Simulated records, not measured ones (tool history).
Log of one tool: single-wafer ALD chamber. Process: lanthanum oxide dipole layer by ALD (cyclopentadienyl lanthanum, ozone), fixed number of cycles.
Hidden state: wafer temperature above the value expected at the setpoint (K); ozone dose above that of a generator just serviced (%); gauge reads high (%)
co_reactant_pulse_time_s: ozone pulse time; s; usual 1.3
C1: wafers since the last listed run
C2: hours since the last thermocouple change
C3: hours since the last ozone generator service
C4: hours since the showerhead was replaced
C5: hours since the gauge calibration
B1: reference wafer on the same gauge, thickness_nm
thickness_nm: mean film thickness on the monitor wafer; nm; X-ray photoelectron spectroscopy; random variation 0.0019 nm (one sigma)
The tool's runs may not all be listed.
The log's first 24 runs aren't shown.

-- hour=632.4 ozone generator serviced
run 25 hour=651.2 | co_reactant_pulse_time_s=0.8 | C1=375 C2=429.5 C3=18.8 C4=233.2 C5=481.7 | B1=0.397 | thickness_nm=0.396
run 26 hour=664.7 | co_reactant_pulse_time_s=1.68 | C1=195 C2=443 C3=32.3 C4=246.7 C5=495.2 | B1=0.397 | thickness_nm=0.514
run 27 hour=694.3 | co_reactant_pulse_time_s=1.78 | C1=427 C2=472.6 C3=61.9 C4=276.3 C5=524.8 | B1=0.397 | thickness_nm=0.52
run 28 hour=726.1 | co_reactant_pulse_time_s=1.3 | C1=459 C2=504.4 C3=93.7 C4=308.1 C5=556.6 | B1=0.396 | thickness_nm=0.492
run 29 hour=741 | co_reactant_pulse_time_s=0.98 | C1=215 C2=519.3 C3=108.6 C4=323 C5=571.5 | B1=0.398 | thickness_nm=0.447
run 30 hour=767.9 | co_reactant_pulse_time_s=1.67 | C1=388 C2=546.2 C3=135.5 C4=349.9 C5=598.4 | B1=0.397 | thickness_nm=0.516
run 31 hour=788.9 | co_reactant_pulse_time_s=1.3 | C1=303 C2=567.2 C3=156.5 C4=370.9 C5=619.4 | B1=0.397 | thickness_nm=0.494
run 32 hour=823.3 | co_reactant_pulse_time_s=1.12 | C1=497 C2=601.6 C3=190.9 C4=405.3 C5=653.8 | B1=0.397 | thickness_nm=0.47
run 33 hour=843.2 | co_reactant_pulse_time_s=1.61 | C1=287 C2=621.5 C3=210.8 C4=425.2 C5=673.7 | B1=0.397 | thickness_nm=0.512
run 34 hour=871.5 | co_reactant_pulse_time_s=0.95 | C1=408 C2=649.8 C3=239.1 C4=453.5 C5=702 | B1=0.396 | thickness_nm=0.437
run 35 hour=898.9 | co_reactant_pulse_time_s=1.06 | C1=395 C2=677.2 C3=266.5 C4=480.9 C5=729.4 | B1=0.397 | thickness_nm=0.463
run 36 hour=912.5 | co_reactant_pulse_time_s=0.92 | C1=196 C2=690.8 C3=280.1 C4=494.5 C5=743 | B1=0.397 | thickness_nm=0.43

Forecast each of these 3 alternatives for the next run:
run A hour=912.9 | co_reactant_pulse_time_s=1.3 | C1=5 C2=691.2 C3=280.5 C4=494.9 C5=743.4 | B1=? | thickness_nm=?
run B hour=912.9 | co_reactant_pulse_time_s=1.05 | C1=5 C2=691.2 C3=280.5 C4=494.9 C5=743.4 | B1=? | thickness_nm=?
run C hour=912.9 | co_reactant_pulse_time_s=1.09 | C1=5 C2=691.2 C3=280.5 C4=494.9 C5=743.4 | B1=? | thickness_nm=?

run=A B1=0.397 thickness_nm=0.496
run=B B1=0.397 thickness_nm=0.462
run=C B1=0.397 thickness_nm=0.469
Without the tool's hidden state the same runs would have given:
run=A thickness_nm=0.496
run=B thickness_nm=0.462
run=C thickness_nm=0.469

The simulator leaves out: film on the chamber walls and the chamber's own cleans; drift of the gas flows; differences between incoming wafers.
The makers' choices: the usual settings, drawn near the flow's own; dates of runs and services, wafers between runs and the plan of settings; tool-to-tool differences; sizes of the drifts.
